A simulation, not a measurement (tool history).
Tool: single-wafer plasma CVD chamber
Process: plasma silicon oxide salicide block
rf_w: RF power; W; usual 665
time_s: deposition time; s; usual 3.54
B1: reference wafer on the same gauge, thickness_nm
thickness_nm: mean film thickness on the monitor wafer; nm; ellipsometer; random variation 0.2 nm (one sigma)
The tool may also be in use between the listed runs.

run 1 hour=0 | rf_w=665 time_s=3.26 | B1=34.594 | thickness_nm=32.209
run 2 hour=85 | rf_w=620 time_s=3.22 | B1=34.562 | thickness_nm=31.361
run 3 hour=165.5 | rf_w=620 time_s=3.22 | B1=34.594 | thickness_nm=31.102
run 4 hour=229.3 | rf_w=620 time_s=3.22 | B1=34.614 | thickness_nm=31.158
run 5 hour=295.8 | rf_w=665 time_s=3.54 | B1=34.634 | thickness_nm=34.945
run 6 hour=487.7 | rf_w=665 time_s=3.54 | B1=34.627 | thickness_nm=35.104
run 7 hour=578.3 | rf_w=665 time_s=3.09 | B1=34.597 | thickness_nm=30.704
run 8 hour=620.3 | rf_w=665 time_s=3.01 | B1=34.603 | thickness_nm=29.287
run 9 hour=675.3 | rf_w=665 time_s=3.01 | B1=34.61 | thickness_nm=29.431
-- hour=780 showerhead replaced
run 10 hour=780.4 | rf_w=665 time_s=3.01 | B1=34.582 | thickness_nm=29.652
run 11 hour=850.9 | rf_w=665 time_s=3.7 | B1=34.579 | thickness_nm=36.209
run 12 hour=918.2 | rf_w=665 time_s=3.7 | B1=34.56 | thickness_nm=36.424
run 13 hour=997.8 | rf_w=665 time_s=3.7 | B1=34.617 | thickness_nm=36.32
run 14 hour=1064.2 | rf_w=665 time_s=3.54 | B1=34.628 | thickness_nm=34.943
run 15 hour=1124.1 | rf_w=665 time_s=3.54 | B1=34.6 | thickness_nm=34.814
run 16 hour=1170.5 | rf_w=750 time_s=3.14 | B1=34.623 | thickness_nm=32.067
run 17 hour=1213.9 | rf_w=550 time_s=3.86 | B1=34.643 | thickness_nm=35.865
run 18 hour=1296.2 | rf_w=665 time_s=3.54 | B1=34.621 | thickness_nm=34.925
run 19 hour=1341.7 | rf_w=725 time_s=2.91 | B1=34.624 | thickness_nm=29.602
run 20 hour=1415.9 | rf_w=665 time_s=3.54 | B1=34.606 | thickness_nm=34.703
run 21 hour=1456.2 | rf_w=755 time_s=3.95 | B1=34.575 | thickness_nm=40.348
run 22 hour=1505 | rf_w=665 time_s=3.28 | B1=34.638 | thickness_nm=32.422
run 23 hour=1577.8 | rf_w=715 time_s=2.88 | B1=34.622 | thickness_nm=29.052
run 24 hour=1624.4 | rf_w=760 time_s=4.01 | B1=34.577 | thickness_nm=41.026
-- hour=1640.1 gauge calibrated
-- hour=1674.9 RF generator calibrated
run 25 hour=1675.4 | rf_w=665 time_s=3.54 | B1=34.581 | thickness_nm=35.09
run 26 hour=1758.2 | rf_w=625 time_s=2.93 | B1=34.629 | thickness_nm=28.416
run 27 hour=1843.7 | rf_w=665 time_s=3.54 | B1=34.575 | thickness_nm=34.741
run 28 hour=1946.2 | rf_w=560 time_s=3.89 | B1=34.608 | thickness_nm=36.847
run 29 hour=2033.6 | rf_w=620 time_s=4.13 | B1=34.611 | thickness_nm=40.055
run 30 hour=2119.8 | rf_w=665 time_s=3.34 | B1=34.585 | thickness_nm=32.934
run 31 hour=2187.7 | rf_w=665 time_s=3.54 | B1=34.609 | thickness_nm=34.605
run 32 hour=2233 | rf_w=785 time_s=3.16 | B1=34.599 | thickness_nm=32.608
run 33 hour=2285.9 | rf_w=665 time_s=3 | B1=34.618 | thickness_nm=29.437

What the log doesn't show, run by run:
delivered RF power above the setpoint (%): 0 in every run
gauge reads high (%): 0 in every run

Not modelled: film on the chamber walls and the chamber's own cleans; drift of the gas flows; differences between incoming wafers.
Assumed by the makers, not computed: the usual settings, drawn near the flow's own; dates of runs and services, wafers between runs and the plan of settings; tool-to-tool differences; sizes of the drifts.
